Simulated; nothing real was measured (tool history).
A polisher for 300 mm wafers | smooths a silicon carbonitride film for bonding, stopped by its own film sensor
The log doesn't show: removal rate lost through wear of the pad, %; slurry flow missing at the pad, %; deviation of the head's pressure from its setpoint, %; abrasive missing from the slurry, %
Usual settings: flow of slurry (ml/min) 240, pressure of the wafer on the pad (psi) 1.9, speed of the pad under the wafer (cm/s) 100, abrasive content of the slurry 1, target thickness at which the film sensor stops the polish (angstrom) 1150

| run | hour | flow of slurry (ml/min) | pressure of the wafer on the pad (psi) | speed of the pad under the wafer (cm/s) | abrasive content of the slurry | target thickness at which the film sensor stops the polish (angstrom) | wafers since the last listed run | wafers polished on this pad | hours since the slurry nozzle was cleaned | hours since the head pressure was calibrated | hours since the slurry blender was calibrated | incoming thickness of the incoming film, nm | time until the film sensor stopped the polish (s) |
|---|---|---|---|---|---|---|---|---|---|---|---|---|---|
| 1 | 0 | 180 | 1.9 | 118 | 1 | 1150 | 0 | 578 | 320.5 | 268.2 | 168.3 | 139.8 | 113.3 |
|  | 21.9 | slurry nozzle cleaned |
| 2 | 52.6 | 180 | 1.9 | 118 | 1 | 1150 | 258 | 837 | 30.7 | 320.8 | 220.9 | 142.2 | 109 |
| 3 | 110.1 | 180 | 1.9 | 118 | 1 | 1150 | 288 | 1125 | 88.2 | 378.3 | 278.4 | 139.7 | 105.6 |
| 4 | 173.3 | 240 | 1.9 | 100 | 1 | 1150 | 316 | 1441 | 151.4 | 441.5 | 341.6 | 138.9 | 109.1 |
|  | 199.1 | worn pad replaced by a new one |
| 5 | 237.4 | 240 | 1.9 | 100 | 1 | 1150 | 301 | 191 | 215.5 | 505.6 | 405.7 | 140.2 | 117.5 |
|  | 244.8 | slurry blender recalibrated |
|  | 367.7 | head pressure recalibrated |
|  | 403.7 | slurry nozzle cleaned |
| 6 | 417 | 240 | 1.9 | 100 | 1 | 1150 | 874 | 1066 | 13.3 | 49.3 | 172.2 | 138.9 | 107.9 |
| 7 | 471.9 | 240 | 1.9 | 100 | 1 | 1150 | 274 | 1341 | 68.2 | 104.2 | 227.1 | 139.3 | 109 |
| 8 | 529.4 | 240 | 1.9 | 100 | 1 | 1150 | 288 | 1629 | 125.7 | 161.7 | 284.6 | 142.2 | 122.7 |
|  | 580.1 | worn pad replaced by a new one |
| 9 | 580.6 | 240 | 1.9 | 100 | 1 | 1150 | 236 | 2 | 176.9 | 212.9 | 335.8 | 138.8 | 110.6 |
| 10 | 629.8 | 240 | 1.9 | 100 | 1 | 1150 | 246 | 248 | 226.1 | 262.1 | 385 | 140 | 118.6 |
|  | 661.6 | slurry blender recalibrated |
| 11 | 693.7 | 240 | 1.9 | 100 | 1 | 1150 | 310 | 558 | 290 | 326 | 32.1 | 140.6 | 123.2 |
| 12 | 737 | 240 | 1.9 | 100 | 1 | 1150 | 216 | 775 | 333.3 | 369.3 | 75.4 | 138.6 | 113.2 |
|  | 748.5 | slurry nozzle cleaned |
| 13 | 805.8 | 240 | 1.9 | 100 | 1 | 1150 | 339 | 1115 | 57.3 | 438.1 | 144.2 | 142.3 | 120.4 |
| 14 | 847.2 | 240 | 1.9 | 100 | 1 | 1150 | 207 | 1322 | 98.7 | 479.5 | 185.6 | 139.7 | 112.3 |
|  | 878.1 | worn pad replaced by a new one |
| 15 | 952.5 | 240 | 2.5 | 100 | 1 | 1150 | 507 | 372 | 204 | 584.8 | 290.9 | 140.8 | 92.6 |

Forecast run 16:
| 16 | 1037.2 | 240 | 1.9 | 136 | 1 | 1150 | 424 | 796 | 288.7 | 669.5 | 375.6 | 140.2 | ? |

{"run 16": {"time until the film sensor stopped the polish (s)": 93.2}}
Without the tool's hidden state the same run would have given time until the film sensor stopped the polish (s) 85.9.
